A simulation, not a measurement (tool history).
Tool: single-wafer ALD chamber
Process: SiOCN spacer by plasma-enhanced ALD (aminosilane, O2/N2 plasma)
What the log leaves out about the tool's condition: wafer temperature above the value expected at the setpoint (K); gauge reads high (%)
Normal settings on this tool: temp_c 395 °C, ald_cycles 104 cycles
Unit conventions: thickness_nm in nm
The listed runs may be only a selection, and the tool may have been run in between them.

run   hour  temp_c  ald_cycles  wafers since the last listed run  hours since the last thermocouple change  hours since the gauge calibration  read-back reference wafer on the same gauge, thickness_nm  thickness_nm
  1    0.0     395         104                                 0                                    2055.7                              384.3                                                      5.841         6.331
  2   65.3     399         104                               219                                    2121.0                              449.6                                                      5.850         6.318
  3  110.0     399         104                               150                                    2165.7                              494.3                                                      5.848         6.317
  4  158.4     395         104                               162                                    2214.1                              542.7                                                      5.836         6.354
  5  212.4     395         104                               181                                    2268.1                              596.7                                                      5.849         6.275
  6  257.0     392         104                               149                                    2312.7                              641.3                                                      5.845         6.353
  7  297.5     395         104                               135                                    2353.2                              681.8                                                      5.847         6.290
  8  322.3     395         104                                83                                    2378.0                              706.6                                                      5.826         6.348
  9  379.0     395         104                               190                                    2434.7                              763.3                                                      5.850         6.321
 10  409.0     395          96                               100                                    2464.7                              793.3                                                      5.831         5.828
     439.2  -- gauge calibrated
 11  474.2     395         104                               218                                    2529.9                               35.0                                                      5.837         6.337
     540.7  -- thermocouple changed; heater temperature recalibrated
 12  541.2     384         113                               198                                       0.5                              102.0                                                      5.839         6.857
 13  574.7     406          90                               112                                      34.0                              135.5                                                      5.836         5.384
 14  634.1     399         123                               199                                      93.4                              194.9                                                      5.841         7.420

For run 15, what comes out?
 15  689.6     404         104                               186                                     148.9                              250.4                                                          ?             ?

{"run 15": {"read-back reference wafer on the same gauge, thickness_nm": 5.848, "thickness_nm": 6.265}}
Were there no unlogged condition in the tool, this run, its random variation unchanged, would have produced thickness_nm 6.265 nm.
